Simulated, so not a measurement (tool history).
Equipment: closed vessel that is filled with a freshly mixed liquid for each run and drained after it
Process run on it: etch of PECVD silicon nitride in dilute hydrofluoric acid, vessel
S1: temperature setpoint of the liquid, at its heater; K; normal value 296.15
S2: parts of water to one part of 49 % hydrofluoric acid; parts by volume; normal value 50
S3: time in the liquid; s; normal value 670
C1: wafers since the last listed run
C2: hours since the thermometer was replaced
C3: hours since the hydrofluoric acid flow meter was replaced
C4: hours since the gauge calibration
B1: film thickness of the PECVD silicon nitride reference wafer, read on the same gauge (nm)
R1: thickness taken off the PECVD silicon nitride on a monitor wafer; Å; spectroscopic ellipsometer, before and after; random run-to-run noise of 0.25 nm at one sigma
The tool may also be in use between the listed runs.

Run 1, hour 0.0: usual settings; C1 0; C2 695.4; C3 1266.5; C4 419.9; B1 69.99. Result: R1 366.2 Å.
Run 2, hour 89.0: usual settings; C1 7286; C2 784.4; C3 1355.5; C4 508.9; B1 70.05. Result: R1 372.0 Å.
At hour 99.1: gauge calibrated.
Run 3, hour 140.0: usual settings; C1 4175; C2 835.4; C3 1406.5; C4 40.9; B1 70.00. Result: R1 367.9 Å.
Run 4, hour 234.4: usual settings; C1 7728; C2 929.8; C3 1500.9; C4 135.3; B1 70.02. Result: R1 371.8 Å.
Run 5, hour 297.0: usual settings; C1 5125; C2 992.4; C3 1563.5; C4 197.9; B1 69.97. Result: R1 374.5 Å.
Run 6, hour 346.7: usual settings; C1 4068; C2 1042.1; C3 1613.2; C4 247.6; B1 69.98. Result: R1 374.5 Å.
At hour 392.4: hydrofluoric acid flow meter replaced.
Run 7, hour 428.6: usual settings; C1 6623; C2 1124.0; C3 36.2; C4 329.5; B1 70.00. Result: R1 348.7 Å.
Run 8, hour 516.8: usual settings but S1 293.65 K; C1 7220; C2 1212.2; C3 124.4; C4 417.7; B1 69.99. Result: R1 291.2 Å.
Run 9, hour 559.1: usual settings but S1 297.65 K, S2 55 parts by volume, S3 915 s; C1 3463; C2 1254.5; C3 166.7; C4 460.0; B1 70.00. Result: R1 479.5 Å.
Run 10, hour 604.6: usual settings; C1 3725; C2 1300.0; C3 212.2; C4 505.5; B1 70.04. Result: R1 352.5 Å.
At hour 624.8: gauge calibrated.
Run 11, hour 676.3: usual settings but S1 292.65 K, S2 75 parts by volume, S3 850 s; C1 5870; C2 1371.7; C3 283.9; C4 51.5; B1 70.05. Result: R1 232.1 Å.
At hour 682.4: thermometer replaced.
Run 12, hour 751.7: usual settings but S1 301.15 K, S2 35 parts by volume; C1 6091; C2 69.3; C3 359.3; C4 126.9; B1 70.00. Result: R1 695.7 Å.
Run 13, hour 814.3: usual settings but S1 293.65 K, S2 25 parts by volume, S3 800 s; C1 5125; C2 131.9; C3 421.9; C4 189.5; B1 70.06. Result: R1 696.6 Å.
Run 14, hour 881.5: usual settings but S1 300.65 K, S2 35 parts by volume, S3 935 s; C1 5501; C2 199.1; C3 489.1; C4 256.7; B1 70.03. Result: R1 939.7 Å.

Forecast each of these 5 alternatives for the next run:
Run A, hour 882.3: usual settings; C1 65; C2 199.9; C3 489.9; C4 257.5; B1 ?. Result: R1 ?.
Run B, hour 882.3: usual settings but S1 294.15 K, S2 65 parts by volume, S3 505 s; C1 65; C2 199.9; C3 489.9; C4 257.5; B1 ?. Result: R1 ?.
Run C, hour 882.3: usual settings but S1 294.15 K, S2 30 parts by volume, S3 360 s; C1 65; C2 199.9; C3 489.9; C4 257.5; B1 ?. Result: R1 ?.
Run D, hour 882.3: usual settings but S1 294.15 K, S2 40 parts by volume; C1 65; C2 199.9; C3 489.9; C4 257.5; B1 ?. Result: R1 ?.
Run E, hour 882.3: usual settings but S2 35 parts by volume, S3 1040 s; C1 65; C2 199.9; C3 489.9; C4 257.5; B1 ?. Result: R1 ?.

run     B1     R1
  A  70.00  351.8
  B  70.00  179.0
  C  70.00  270.4
  D  70.00  381.1
  E  70.00  772.8
Had the tool no hidden state, the same runs would have come out as:
run     R1
  A  342.3
  B  174.2
  C  263.2
  D  370.8
  E  752.0
